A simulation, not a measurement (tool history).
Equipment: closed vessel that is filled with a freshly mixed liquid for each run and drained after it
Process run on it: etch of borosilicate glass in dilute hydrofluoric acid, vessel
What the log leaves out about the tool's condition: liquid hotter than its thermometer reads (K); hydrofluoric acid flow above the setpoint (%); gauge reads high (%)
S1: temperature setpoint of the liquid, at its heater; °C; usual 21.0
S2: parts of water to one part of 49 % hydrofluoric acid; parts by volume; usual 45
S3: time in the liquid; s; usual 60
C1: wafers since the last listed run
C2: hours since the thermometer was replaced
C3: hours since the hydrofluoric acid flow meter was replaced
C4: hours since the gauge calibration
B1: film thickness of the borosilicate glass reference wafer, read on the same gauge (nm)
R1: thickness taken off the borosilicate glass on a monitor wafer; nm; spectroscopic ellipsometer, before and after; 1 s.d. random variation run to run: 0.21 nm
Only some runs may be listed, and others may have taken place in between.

Run 1, day 0.000: usual settings; C1 0; C2 1138.7; C3 2448.8; C4 113.6; B1 110.03. Result: R1 60.97 nm.
Run 2, day 0.508: usual settings; C1 1166; C2 1150.9; C3 2461.0; C4 125.8; B1 109.99. Result: R1 60.99 nm.
At day 0.562: gauge calibrated.
Run 3, day 0.804: usual settings; C1 678; C2 1158.0; C3 2468.1; C4 5.8; B1 110.00. Result: R1 60.86 nm.
Run 4, day 1.104: usual settings; C1 688; C2 1165.2; C3 2475.3; C4 13.0; B1 110.00. Result: R1 61.49 nm.
Run 5, day 1.396: usual settings but S3 85 s; C1 669; C2 1172.2; C3 2482.3; C4 20.0; B1 109.99. Result: R1 86.81 nm.
Run 6, day 1.788: usual settings; C1 898; C2 1181.6; C3 2491.7; C4 29.4; B1 109.99. Result: R1 61.16 nm.
Run 7, day 2.500: usual settings; C1 1634; C2 1198.7; C3 2508.8; C4 46.5; B1 110.00. Result: R1 61.32 nm.
Run 8, day 2.900: usual settings; C1 917; C2 1208.3; C3 2518.4; C4 56.1; B1 109.96. Result: R1 61.08 nm.
Run 9, day 3.642: usual settings; C1 1701; C2 1226.1; C3 2536.2; C4 73.9; B1 109.99. Result: R1 61.43 nm.
Run 10, day 3.971: usual settings but S1 18.0 °C, S2 55 parts by volume, S3 30 s; C1 755; C2 1234.0; C3 2544.1; C4 81.8; B1 110.00. Result: R1 21.96 nm.
Run 11, day 4.433: usual settings but S1 18.0 °C, S2 50 parts by volume, S3 85 s; C1 1061; C2 1245.1; C3 2555.2; C4 92.9; B1 110.01. Result: R1 68.67 nm.
At day 4.621: thermometer replaced.
Run 12, day 4.733: usual settings but S1 19.5 °C, S2 35 parts by volume, S3 80 s; C1 592; C2 2.7; C3 2562.4; C4 100.1; B1 109.98. Result: R1 89.57 nm.
At day 5.217: hydrofluoric acid flow meter replaced.
Run 13, day 5.288: usual settings but S1 22.5 °C, S2 30 parts by volume, S3 85 s; C1 1175; C2 16.0; C3 1.7; C4 113.4; B1 110.02. Result: R1 127.43 nm.
At day 5.508: gauge calibrated.
Run 14, day 5.821: usual settings but S3 35 s; C1 1223; C2 28.8; C3 14.5; C4 7.5; B1 110.00. Result: R1 32.47 nm.
Run 15, day 6.096: usual settings but S1 23.5 °C, S2 55 parts by volume, S3 35 s; C1 630; C2 35.4; C3 21.1; C4 14.1; B1 110.01. Result: R1 29.01 nm.

Run 16 is up next; what results do you expect?
Run 16, day 6.762: usual settings; C1 1529; C2 51.4; C3 37.1; C4 30.1; B1 ?. Result: R1 ?.

B1: 110.01
R1: 55.32 nm
Were there no unlogged condition in the tool, this run, its random variation unchanged, would have produced R1 54.18 nm.

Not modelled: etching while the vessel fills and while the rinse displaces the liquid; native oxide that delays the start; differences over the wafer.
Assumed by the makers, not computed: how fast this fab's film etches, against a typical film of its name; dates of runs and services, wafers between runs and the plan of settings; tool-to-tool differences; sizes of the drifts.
